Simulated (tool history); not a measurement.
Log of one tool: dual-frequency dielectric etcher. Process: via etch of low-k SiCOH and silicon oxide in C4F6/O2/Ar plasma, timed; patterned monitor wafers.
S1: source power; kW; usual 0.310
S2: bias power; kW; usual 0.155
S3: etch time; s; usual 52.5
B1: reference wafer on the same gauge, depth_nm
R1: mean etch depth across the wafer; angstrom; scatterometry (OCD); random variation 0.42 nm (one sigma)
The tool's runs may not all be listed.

| run | hour | S1 | S2 | S3 | B1 | R1 |
|---|---|---|---|---|---|---|
| 1 | 0.0 | 0.310 | 0.155 | 52.5 | 144.0 | 1333 |
|  | 6.1 | wet clean of the chamber |
| 2 | 26.9 | 0.310 | 0.155 | 52.5 | 143.9 | 1282 |
| 3 | 51.6 | 0.310 | 0.155 | 47.0 | 144.1 | 1153 |
| 4 | 77.6 | 0.310 | 0.155 | 47.0 | 144.1 | 1156 |
| 5 | 103.4 | 0.310 | 0.155 | 47.0 | 144.0 | 1150 |
| 6 | 120.8 | 0.310 | 0.155 | 52.5 | 143.9 | 1295 |
| 7 | 140.1 | 0.310 | 0.155 | 52.5 | 143.9 | 1287 |
| 8 | 172.8 | 0.310 | 0.155 | 44.5 | 143.9 | 1091 |
| 9 | 196.1 | 0.310 | 0.155 | 44.5 | 143.9 | 1101 |
| 10 | 223.8 | 0.310 | 0.155 | 52.5 | 144.0 | 1303 |
|  | 231.6 | gauge calibrated |
| 11 | 237.6 | 0.310 | 0.155 | 52.5 | 143.9 | 1309 |
|  | 255.8 | bias power generator calibrated |
| 12 | 267.5 | 0.260 | 0.172 | 45.5 | 143.9 | 1138 |
| 13 | 283.1 | 0.310 | 0.155 | 52.5 | 144.0 | 1311 |
| 14 | 310.6 | 0.260 | 0.188 | 52.5 | 144.1 | 1375 |
| 15 | 328.7 | 0.290 | 0.143 | 61.5 | 143.8 | 1471 |
| 16 | 352.1 | 0.310 | 0.155 | 44.5 | 143.9 | 1115 |
|  | 395.2 | wet clean of the chamber |
| 17 | 395.7 | 0.310 | 0.155 | 52.5 | 143.9 | 1273 |
|  | 409.4 | source power generator calibrated |
|  | 428.3 | upper electrode replaced |
| 18 | 428.8 | 0.280 | 0.155 | 52.5 | 144.0 | 1243 |
| 19 | 430.1 | 0.310 | 0.121 | 58.5 | 144.0 | 1285 |
| 20 | 449.4 | 0.330 | 0.155 | 48.0 | 143.9 | 1186 |
| 21 | 474.3 | 0.310 | 0.155 | 52.5 | 144.1 | 1280 |
| 22 | 507.6 | 0.310 | 0.155 | 63.0 | 144.1 | 1536 |
| 23 | 539.1 | 0.240 | 0.138 | 68.0 | 144.0 | 1505 |

What the log doesn't show, run by run:
source power that arrives over what is set, %: 0 in every run
bias power that arrives over what is set, %: 0 in every run
gauge reads high (%): 0 in every run
H1: etch rate over this chamber's usual, %
| run | H1 |
|---|---|
| 1 | 4.32 |
| 2 | 0.563 |
| 3 | 0.798 |
| 4 | 1.05 |
| 5 | 1.29 |
| 6 | 1.46 |
| 7 | 1.64 |
| 8 | 1.95 |
| 9 | 2.17 |
| 10 | 2.44 |
| 11 | 2.57 |
| 12 | 2.85 |
| 13 | 3 |
| 14 | 3.26 |
| 15 | 3.44 |
| 16 | 3.66 |
| 17 | -0.00245 |
| 18 | 0.313 |
| 19 | 0.325 |
| 20 | 0.509 |
| 21 | 0.746 |
| 22 | 1.06 |
| 23 | 1.36 |
